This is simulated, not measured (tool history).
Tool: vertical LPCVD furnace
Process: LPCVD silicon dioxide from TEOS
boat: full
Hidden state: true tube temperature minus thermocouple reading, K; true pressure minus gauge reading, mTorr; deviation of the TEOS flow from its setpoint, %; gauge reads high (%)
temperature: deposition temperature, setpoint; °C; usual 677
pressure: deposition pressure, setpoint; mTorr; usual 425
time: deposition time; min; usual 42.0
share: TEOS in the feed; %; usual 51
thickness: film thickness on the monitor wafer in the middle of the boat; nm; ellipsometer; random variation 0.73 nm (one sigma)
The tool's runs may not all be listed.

| run | day | temperature | pressure | time | share | wafers since the last listed run | hours since the last temperature calibration | hours since the pressure gauge was zeroed | hours since the TEOS flow controller was replaced | hours since the gauge calibration | read-back reference wafer on the same gauge, thickness | thickness |
|---|---|---|---|---|---|---|---|---|---|---|---|---|
| 1 | 0.000 | 677 | 425 | 42.0 | 51 | 0 | 3771.0 | 2134.8 | 1287.0 | 631.2 | 176.08 | 182.65 |
| 2 | 2.488 | 677 | 425 | 42.0 | 51 | 860 | 3830.7 | 2194.5 | 1346.7 | 690.9 | 175.87 | 182.98 |
| 3 | 5.208 | 677 | 425 | 52.5 | 51 | 941 | 3896.0 | 2259.8 | 1412.0 | 756.2 | 176.14 | 227.55 |
| 4 | 7.342 | 677 | 425 | 52.5 | 51 | 738 | 3947.2 | 2311.0 | 1463.2 | 807.4 | 175.95 | 227.92 |
| 5 | 8.554 | 677 | 425 | 42.0 | 51 | 419 | 3976.3 | 2340.1 | 1492.3 | 836.5 | 176.02 | 181.76 |
| 6 | 10.050 | 684 | 425 | 31.5 | 51 | 517 | 4012.2 | 2376.0 | 1528.2 | 872.4 | 175.90 | 162.65 |
| 7 | 12.675 | 684 | 425 | 31.5 | 51 | 908 | 4075.2 | 2439.0 | 1591.2 | 935.4 | 176.08 | 162.26 |
| 8 | 15.071 | 684 | 425 | 31.5 | 51 | 829 | 4132.7 | 2496.5 | 1648.7 | 992.9 | 175.87 | 161.04 |
| 9 | 16.079 | 677 | 425 | 42.0 | 51 | 348 | 4156.9 | 2520.7 | 1672.9 | 1017.1 | 176.14 | 183.24 |
| 10 | 17.204 | 677 | 425 | 42.0 | 51 | 389 | 4183.9 | 2547.7 | 1699.9 | 1044.1 | 175.77 | 181.97 |
|  | 19.117 | TEOS flow controller replaced |
| 11 | 19.200 | 677 | 425 | 42.0 | 51 | 344 | 4231.8 | 2595.6 | 2.0 | 1092.0 | 175.90 | 183.84 |
| 12 | 22.088 | 677 | 425 | 42.0 | 51 | 999 | 4301.1 | 2664.9 | 71.3 | 1161.3 | 176.27 | 181.71 |
| 13 | 23.329 | 687 | 520 | 32.5 | 54 | 429 | 4330.9 | 2694.7 | 101.1 | 1191.1 | 176.04 | 204.83 |
| 14 | 26.133 | 671 | 360 | 42.0 | 51 | 970 | 4398.2 | 2762.0 | 168.4 | 1258.4 | 175.95 | 144.72 |
|  | 32.325 | gauge calibrated |
|  | 32.596 | pressure gauge zeroed |
|  | 33.262 | thermocouples replaced and temperature profile calibrated |
| 15 | 33.883 | 677 | 425 | 35.5 | 51 | 2106 | 14.9 | 30.9 | 354.4 | 37.4 | 176.06 | 154.91 |
| 16 | 36.004 | 677 | 425 | 42.0 | 51 | 734 | 65.8 | 81.8 | 405.3 | 88.3 | 175.98 | 182.54 |
| 17 | 38.854 | 668 | 380 | 50.5 | 51 | 986 | 134.2 | 150.2 | 473.7 | 156.7 | 176.06 | 165.78 |
| 18 | 41.775 | 677 | 425 | 42.0 | 51 | 1010 | 204.3 | 220.3 | 543.8 | 226.8 | 176.22 | 182.41 |
| 19 | 43.838 | 684 | 500 | 27.5 | 47 | 713 | 253.8 | 269.8 | 593.3 | 276.3 | 176.05 | 147.43 |
| 20 | 45.450 | 684 | 480 | 42.0 | 51 | 558 | 292.5 | 308.5 | 632.0 | 315.0 | 176.06 | 231.04 |
| 21 | 48.421 | 677 | 345 | 42.0 | 51 | 1028 | 363.8 | 379.8 | 703.3 | 386.3 | 175.89 | 163.84 |
| 22 | 50.554 | 677 | 425 | 42.0 | 51 | 738 | 415.0 | 431.0 | 754.5 | 437.5 | 175.83 | 182.57 |
| 23 | 51.971 | 677 | 425 | 33.0 | 54 | 490 | 449.0 | 465.0 | 788.5 | 471.5 | 175.89 | 147.23 |
| 24 | 53.329 | 677 | 325 | 56.5 | 51 | 470 | 481.6 | 497.6 | 821.1 | 504.1 | 175.82 | 216.51 |

What the log doesn't show, run by run:
true tube temperature minus thermocouple reading, K: 0 in every run
true pressure minus gauge reading, mTorr: 0 in every run
deviation of the TEOS flow from its setpoint, %: 0 in every run
gauge reads high (%): 0 in every run
